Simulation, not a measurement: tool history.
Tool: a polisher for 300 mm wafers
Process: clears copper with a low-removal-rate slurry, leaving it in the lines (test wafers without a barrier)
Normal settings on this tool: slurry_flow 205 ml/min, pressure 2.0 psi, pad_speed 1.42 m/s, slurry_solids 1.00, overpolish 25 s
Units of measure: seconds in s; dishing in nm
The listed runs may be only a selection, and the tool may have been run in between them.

run	hour	slurry_flow	pressure	pad_speed	slurry_solids	overpolish	incoming thickness of the incoming film, nm	seconds	dishing
1	0.0	205	2.0	1.42	1.00	25	274.7	87.6	31.1
2	6.4	205	2.0	1.02	0.90	25	275.7	120.7	27.4
3	21.9	205	2.0	1.02	0.90	25	274.8	123.3	27.0
4	33.6	205	2.0	1.42	1.00	25	273.6	88.9	31.1
# hour 39.1: worn pad replaced by a new one
# hour 47.5: slurry nozzle cleaned
5	47.9	205	2.0	1.42	1.00	25	274.1	89.8	31.0
6	57.7	205	2.0	1.42	1.00	25	273.9	87.7	30.5
7	75.6	205	2.0	1.42	1.00	25	279.1	89.6	31.8
8	87.8	205	2.0	1.42	1.00	25	274.0	89.1	30.7
# hour 96.8: slurry blender recalibrated
9	97.6	205	2.0	1.42	1.00	25	271.2	88.9	31.2
10	104.2	205	2.0	1.42	0.80	25	271.8	93.7	30.4
11	116.4	205	2.0	1.42	1.00	14	275.0	90.4	23.8
12	128.6	150	2.3	1.42	1.00	34	277.0	83.1	35.0
13	141.6	235	2.0	1.42	1.00	25	275.7	88.4	31.5
14	152.7	205	2.0	1.60	1.00	25	275.8	80.5	32.6
15	160.8	155	2.0	1.42	1.00	25	274.4	92.3	30.0
16	173.9	180	1.5	1.42	1.00	25	271.6	111.9	28.1
17	180.3	205	1.6	1.42	1.00	25	280.5	110.7	28.7
# hour 190.0: head pressure recalibrated
18	196.2	275	2.2	1.42	1.00	20	277.1	80.7	29.8
# hour 200.6: worn pad replaced by a new one
# hour 206.6: slurry blender recalibrated
19	207.1	235	2.0	1.42	1.00	25	275.3	87.5	31.1
20	216.7	205	2.0	1.42	1.00	31	275.9	89.7	32.7
21	225.4	205	2.0	1.42	1.00	39	275.4	89.5	35.0
22	241.4	205	2.0	1.76	1.15	25	273.2	68.9	33.9
23	256.9	205	2.0	1.42	1.15	25	275.6	83.7	31.0
24	268.2	205	2.5	1.42	1.00	25	278.5	75.5	33.9
25	279.0	205	2.0	1.42	1.15	25	277.9	85.7	31.3
26	292.3	245	2.0	1.42	1.00	25	274.1	88.3	31.3
27	306.3	260	2.3	1.78	0.80	25	278.3	67.9	33.7
# hour 323.4: slurry blender recalibrated
28	324.1	205	2.0	1.16	1.00	25	272.7	104.6	28.7
# hour 342.7: worn pad replaced by a new one
29	374.6	205	2.0	1.42	1.00	25	277.2	90.6	31.3

Consider 4 possible next runs. They are alternatives, not a sequence: every one starts from the tool as it was left by run 29. What does each give?
A	375.1	205	2.0	1.42	1.00	25	279.9	?	?
B	375.1	205	2.0	1.42	1.00	19	279.9	?	?
C	375.1	205	2.0	1.74	1.00	25	279.9	?	?
D	375.1	205	2.4	1.86	1.15	17	279.9	?	?

run	seconds	dishing
A	92.1	31.4
B	92.1	27.9
C	76.7	33.3
D	60.0	32.3
Without the tool's unlogged condition, the same runs would have read:
run	seconds	dishing
A	92.1	31.4
B	92.1	27.9
C	76.7	33.3
D	60.0	32.3
